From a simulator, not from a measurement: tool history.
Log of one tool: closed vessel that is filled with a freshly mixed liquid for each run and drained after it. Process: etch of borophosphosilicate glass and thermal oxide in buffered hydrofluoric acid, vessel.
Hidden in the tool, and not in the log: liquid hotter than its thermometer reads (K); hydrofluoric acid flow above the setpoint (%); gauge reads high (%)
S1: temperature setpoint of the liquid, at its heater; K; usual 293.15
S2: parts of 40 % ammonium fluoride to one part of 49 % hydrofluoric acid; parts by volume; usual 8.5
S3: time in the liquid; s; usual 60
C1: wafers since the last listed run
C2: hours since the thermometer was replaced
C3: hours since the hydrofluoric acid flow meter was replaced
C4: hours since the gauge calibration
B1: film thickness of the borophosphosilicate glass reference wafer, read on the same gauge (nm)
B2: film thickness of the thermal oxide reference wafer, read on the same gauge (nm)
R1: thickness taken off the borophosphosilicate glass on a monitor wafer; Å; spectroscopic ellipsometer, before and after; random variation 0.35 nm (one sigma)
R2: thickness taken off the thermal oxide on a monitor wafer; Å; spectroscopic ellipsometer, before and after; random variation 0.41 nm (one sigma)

run 1 day=0.000 | S1=293.15 S2=8.5 S3=60 | C1=0 C2=2117.4 C3=1757.5 C4=198.9 | B1=99.99 B2=130.02 | R1=1128.5 R2=752.7
run 2 day=0.729 | S1=293.15 S2=8.5 S3=60 | C1=2351 C2=2134.9 C3=1775.0 C4=216.4 | B1=100.03 B2=130.01 | R1=1122.2 R2=744.8
run 3 day=2.846 | S1=293.15 S2=8.5 S3=85 | C1=6824 C2=2185.7 C3=1825.8 C4=267.2 | B1=99.97 B2=129.99 | R1=1608.8 R2=1064.4
-- day=3.496 gauge calibrated
run 4 day=3.950 | S1=293.15 S2=8.5 S3=80 | C1=3560 C2=2212.2 C3=1852.3 C4=10.9 | B1=100.05 B2=129.98 | R1=1511.7 R2=1002.7
run 5 day=4.592 | S1=293.15 S2=8.5 S3=60 | C1=2068 C2=2227.6 C3=1867.7 C4=26.3 | B1=99.99 B2=130.03 | R1=1133.6 R2=745.5
run 6 day=5.133 | S1=293.15 S2=8.5 S3=60 | C1=1746 C2=2240.6 C3=1880.7 C4=39.3 | B1=100.01 B2=130.04 | R1=1132.9 R2=748.1
run 7 day=5.383 | S1=293.15 S2=8.5 S3=60 | C1=806 C2=2246.6 C3=1886.7 C4=45.3 | B1=100.04 B2=130.01 | R1=1135.8 R2=756.7
run 8 day=5.671 | S1=293.15 S2=8.5 S3=60 | C1=927 C2=2253.5 C3=1893.6 C4=52.2 | B1=99.95 B2=130.00 | R1=1132.0 R2=749.7
run 9 day=6.050 | S1=293.15 S2=8.5 S3=75 | C1=1222 C2=2262.6 C3=1902.7 C4=61.3 | B1=99.99 B2=130.00 | R1=1419.9 R2=941.9
run 10 day=6.604 | S1=297.65 S2=8.5 S3=50 | C1=1786 C2=2275.9 C3=1916.0 C4=74.6 | B1=99.99 B2=129.99 | R1=1208.3 R2=808.2
run 11 day=6.971 | S1=293.15 S2=8.5 S3=60 | C1=1182 C2=2284.7 C3=1924.8 C4=83.4 | B1=100.01 B2=129.97 | R1=1136.3 R2=747.9
run 12 day=7.338 | S1=297.15 S2=6.5 S3=90 | C1=1182 C2=2293.5 C3=1933.6 C4=92.2 | B1=99.97 B2=130.00 | R1=2736.7 R2=1805.1
-- day=7.542 hydrofluoric acid flow meter replaced
-- day=7.608 thermometer replaced
run 13 day=7.900 | S1=293.15 S2=8.5 S3=60 | C1=1545 C2=7.0 C3=8.6 C4=105.7 | B1=100.03 B2=130.00 | R1=1028.7 R2=684.1
run 14 day=8.308 | S1=295.65 S2=5.0 S3=30 | C1=1316 C2=16.8 C3=18.4 C4=115.5 | B1=99.99 B2=130.00 | R1=974.4 R2=641.5
run 15 day=9.025 | S1=295.65 S2=6.0 S3=30 | C1=2310 C2=34.0 C3=35.6 C4=132.7 | B1=100.03 B2=130.00 | R1=833.5 R2=549.0
run 16 day=9.312 | S1=290.15 S2=6.0 S3=40 | C1=927 C2=40.9 C3=42.5 C4=139.6 | B1=100.00 B2=129.98 | R1=815.7 R2=540.3
run 17 day=10.008 | S1=293.15 S2=8.5 S3=60 | C1=2243 C2=57.6 C3=59.2 C4=156.3 | B1=99.95 B2=130.02 | R1=1032.4 R2=679.4
run 18 day=10.279 | S1=290.15 S2=9.5 S3=70 | C1=873 C2=64.1 C3=65.7 C4=162.8 | B1=99.98 B2=129.99 | R1=917.6 R2=601.5
run 19 day=10.892 | S1=293.15 S2=6.5 S3=35 | C1=1974 C2=78.8 C3=80.4 C4=177.5 | B1=100.01 B2=130.01 | R1=794.6 R2=523.5

Forecast each of these 3 alternatives for the next run:
run A day=10.921 | S1=293.15 S2=8.5 S3=45 | C1=94 C2=79.5 C3=81.1 C4=178.2 | B1=? B2=? | R1=? R2=?
run B day=10.921 | S1=296.65 S2=5.0 S3=35 | C1=94 C2=79.5 C3=81.1 C4=178.2 | B1=? B2=? | R1=? R2=?
run C day=10.921 | S1=295.15 S2=8.5 S3=60 | C1=94 C2=79.5 C3=81.1 C4=178.2 | B1=? B2=? | R1=? R2=?

run=A B1=100.03 B2=130.01 R1=775.6 R2=514.4
run=B B1=100.03 B2=130.01 R1=1210.5 R2=796.2
run=C B1=100.03 B2=130.01 R1=1154.0 R2=766.4
Without the tool's hidden state the same runs would have given:
run=A R1=757.4 R2=502.4
run=B R1=1185.2 R2=780.1
run=C R1=1126.9 R2=748.7

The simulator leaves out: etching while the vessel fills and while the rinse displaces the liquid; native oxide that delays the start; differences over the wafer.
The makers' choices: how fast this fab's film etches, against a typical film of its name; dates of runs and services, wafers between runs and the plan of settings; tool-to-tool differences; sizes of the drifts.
